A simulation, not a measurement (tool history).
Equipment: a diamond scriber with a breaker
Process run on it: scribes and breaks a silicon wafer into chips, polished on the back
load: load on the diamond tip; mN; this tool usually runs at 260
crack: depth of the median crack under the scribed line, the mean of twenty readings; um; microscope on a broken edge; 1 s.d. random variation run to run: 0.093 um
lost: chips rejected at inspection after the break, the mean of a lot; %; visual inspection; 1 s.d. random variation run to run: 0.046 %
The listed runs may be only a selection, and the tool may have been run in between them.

| run | hour | load | incoming depth of the damage left on the back of the incoming wafer, um | crack | lost |
|---|---|---|---|---|---|
| 1 | 0.0 | 260 | 0.04 | 9.76 | 3.52 |
| 2 | 15.9 | 260 | 0.02 | 9.82 | 3.73 |
| 3 | 27.1 | 311 | 0.03 | 11.36 | 1.47 |
| 4 | 39.9 | 311 | 0.02 | 11.26 | 1.44 |
| 5 | 50.4 | 311 | 0.04 | 11.27 | 1.46 |
| 6 | 64.9 | 260 | 0.04 | 9.72 | 4.07 |
|  | 73.2 | load on the tip recalibrated |
| 7 | 74.7 | 260 | 0.02 | 9.84 | 3.87 |
| 8 | 90.2 | 260 | 0.04 | 9.80 | 3.95 |
| 9 | 106.3 | 219 | 0.04 | 8.49 | 11.36 |
| 10 | 122.5 | 219 | 0.03 | 8.61 | 11.46 |
| 11 | 133.3 | 302 | 0.02 | 10.74 | 1.45 |
| 12 | 148.3 | 284 | 0.03 | 10.63 | 2.06 |
|  | 160.3 | diamond tip replaced by a new one |
| 13 | 160.8 | 308 | 0.05 | 9.81 | 4.02 |
| 14 | 171.7 | 235 | 0.04 | 7.95 | 18.42 |
| 15 | 185.4 | 334 | 0.04 | 10.25 | 2.32 |
| 16 | 192.7 | 232 | 0.02 | 7.83 | 20.12 |
|  | 195.3 | diamond tip replaced by a new one, repeated, since the last time left the tool worse |
| 17 | 203.8 | 260 | 0.02 | 11.12 | 1.47 |
| 18 | 211.1 | 260 | 0.02 | 10.96 | 1.50 |
| 19 | 223.6 | 205 | 0.03 | 9.23 | 7.56 |
| 20 | 232.9 | 183 | 0.05 | 8.38 | 14.79 |
| 21 | 239.7 | 292 | 0.02 | 11.94 | 2.28 |

Branching from run 21: 3 alternative next runs. What would each branch give?
| A | 240.3 | 260 | 0.02 | ? | ? |
| B | 240.3 | 286 | 0.02 | ? | ? |
| C | 240.3 | 296 | 0.02 | ? | ? |

| run | crack | lost |
|---|---|---|
| A | 11.03 | 1.50 |
| B | 11.83 | 1.98 |
| C | 12.14 | 2.60 |
Without the tool's hidden state the same runs would have given:
| run | crack | lost |
|---|---|---|
| A | 11.21 | 1.45 |
| B | 12.03 | 2.36 |
| C | 12.34 | 3.13 |
